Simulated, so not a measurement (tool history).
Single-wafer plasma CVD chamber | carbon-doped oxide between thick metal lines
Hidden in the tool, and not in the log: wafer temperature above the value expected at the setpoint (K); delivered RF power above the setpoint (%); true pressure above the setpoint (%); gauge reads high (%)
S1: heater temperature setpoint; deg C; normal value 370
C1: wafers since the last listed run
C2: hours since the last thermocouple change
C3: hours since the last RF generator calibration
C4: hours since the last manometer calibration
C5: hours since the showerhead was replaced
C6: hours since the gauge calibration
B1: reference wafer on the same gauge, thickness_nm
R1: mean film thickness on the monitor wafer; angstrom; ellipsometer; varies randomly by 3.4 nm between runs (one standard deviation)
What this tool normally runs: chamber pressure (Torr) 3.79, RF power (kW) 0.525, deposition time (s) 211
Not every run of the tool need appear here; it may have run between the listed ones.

{"run": 1, "hour": 0.0, "S1": 370, "chamber pressure (Torr)": 4.01, "RF power (kW)": 0.525, "deposition time (s)": 211, "C1": 0, "C2": 2113.5, "C3": 661.5, "C4": 1634.3, "C5": 7183.2, "C6": 371.1, "B1": 1091.385, "R1": 10294.6}
{"run": 2, "hour": 33.0, "S1": 370, "chamber pressure (Torr)": 4.01, "RF power (kW)": 0.525, "deposition time (s)": 211, "C1": 177, "C2": 2146.5, "C3": 694.5, "C4": 1667.3, "C5": 7216.2, "C6": 404.1, "B1": 1090.43, "R1": 10278.61}
{"run": 3, "hour": 58.8, "S1": 370, "chamber pressure (Torr)": 4.01, "RF power (kW)": 0.525, "deposition time (s)": 211, "C1": 138, "C2": 2172.3, "C3": 720.3, "C4": 1693.1, "C5": 7242.0, "C6": 429.9, "B1": 1089.661, "R1": 10229.15}
{"run": 4, "hour": 100.4, "S1": 370, "chamber pressure (Torr)": 3.79, "RF power (kW)": 0.585, "deposition time (s)": 211, "C1": 224, "C2": 2213.9, "C3": 761.9, "C4": 1734.7, "C5": 7283.6, "C6": 471.5, "B1": 1089.53, "R1": 10866.19}
{"run": 5, "hour": 141.3, "S1": 370, "chamber pressure (Torr)": 3.79, "RF power (kW)": 0.585, "deposition time (s)": 211, "C1": 220, "C2": 2254.8, "C3": 802.8, "C4": 1775.6, "C5": 7324.5, "C6": 512.4, "B1": 1090.741, "R1": 10768.1}
{"run": 6, "hour": 169.7, "S1": 370, "chamber pressure (Torr)": 3.79, "RF power (kW)": 0.525, "deposition time (s)": 211, "C1": 152, "C2": 2283.2, "C3": 831.2, "C4": 1804.0, "C5": 7352.9, "C6": 540.8, "B1": 1089.131, "R1": 10038.79}
{"run": 7, "hour": 216.1, "S1": 370, "chamber pressure (Torr)": 3.79, "RF power (kW)": 0.525, "deposition time (s)": 211, "C1": 249, "C2": 2329.6, "C3": 877.6, "C4": 1850.4, "C5": 7399.3, "C6": 587.2, "B1": 1090.522, "R1": 10033.74}
{"hour": 237.5, "done": "thermocouple changed; heater temperature recalibrated"}
{"run": 8, "hour": 249.7, "S1": 375, "chamber pressure (Torr)": 3.79, "RF power (kW)": 0.525, "deposition time (s)": 179, "C1": 137, "C2": 12.2, "C3": 911.2, "C4": 1884.0, "C5": 7432.9, "C6": 620.8, "B1": 1088.967, "R1": 8409.98}
{"hour": 258.0, "done": "capacitance manometer re-zeroed and calibrated"}
{"hour": 277.1, "done": "gauge calibrated"}
{"hour": 279.1, "done": "RF generator calibrated"}
{"run": 9, "hour": 312.7, "S1": 370, "chamber pressure (Torr)": 3.79, "RF power (kW)": 0.525, "deposition time (s)": 211, "C1": 253, "C2": 75.2, "C3": 33.6, "C4": 54.7, "C5": 7495.9, "C6": 35.6, "B1": 1090.605, "R1": 10441.55}
{"run": 10, "hour": 341.3, "S1": 370, "chamber pressure (Torr)": 3.79, "RF power (kW)": 0.525, "deposition time (s)": 211, "C1": 154, "C2": 103.8, "C3": 62.2, "C4": 83.3, "C5": 7524.5, "C6": 64.2, "B1": 1090.078, "R1": 10438.67}
{"hour": 367.1, "done": "showerhead replaced"}
{"run": 11, "hour": 393.9, "S1": 356, "chamber pressure (Torr)": 3.79, "RF power (kW)": 0.43, "deposition time (s)": 236, "C1": 240, "C2": 156.4, "C3": 114.8, "C4": 135.9, "C5": 26.8, "C6": 116.8, "B1": 1090.147, "R1": 10371.8}
{"run": 12, "hour": 426.4, "S1": 370, "chamber pressure (Torr)": 3.11, "RF power (kW)": 0.525, "deposition time (s)": 211, "C1": 175, "C2": 188.9, "C3": 147.3, "C4": 168.4, "C5": 59.3, "C6": 149.3, "B1": 1090.198, "R1": 10255.6}
{"run": 13, "hour": 467.3, "S1": 361, "chamber pressure (Torr)": 3.39, "RF power (kW)": 0.495, "deposition time (s)": 183, "C1": 220, "C2": 229.8, "C3": 188.2, "C4": 209.3, "C5": 100.2, "C6": 190.2, "B1": 1091.722, "R1": 8766.67}
{"run": 14, "hour": 520.3, "S1": 370, "chamber pressure (Torr)": 2.91, "RF power (kW)": 0.475, "deposition time (s)": 211, "C1": 285, "C2": 282.8, "C3": 241.2, "C4": 262.3, "C5": 153.2, "C6": 243.2, "B1": 1090.91, "R1": 9498.19}
{"run": 15, "hour": 579.0, "S1": 378, "chamber pressure (Torr)": 4.09, "RF power (kW)": 0.525, "deposition time (s)": 211, "C1": 316, "C2": 341.5, "C3": 299.9, "C4": 321.0, "C5": 211.9, "C6": 301.9, "B1": 1088.36, "R1": 10360.09}
{"run": 16, "hour": 611.0, "S1": 370, "chamber pressure (Torr)": 4.7, "RF power (kW)": 0.525, "deposition time (s)": 225, "C1": 172, "C2": 373.5, "C3": 331.9, "C4": 353.0, "C5": 243.9, "C6": 333.9, "B1": 1089.942, "R1": 11293.21}

For each run, the measured value with the value that run would have given without the tool's hidden condition subtracted. The run-to-run variation is shared by both, the gauge scatter possibly not:
run=1 R1=-256.63
run=2 R1=-283.02
run=3 R1=-303.54
run=4 R1=-350.58
run=5 R1=-387.17
run=6 R1=-402.79
run=7 R1=-451.94
run=8 R1=-410.49
run=9 R1=-34.99
run=10 R1=-36.55
run=11 R1=-49.38
run=12 R1=-45.97
run=13 R1=-46.94
run=14 R1=-63.06
run=15 R1=-85.58
run=16 R1=-106.00
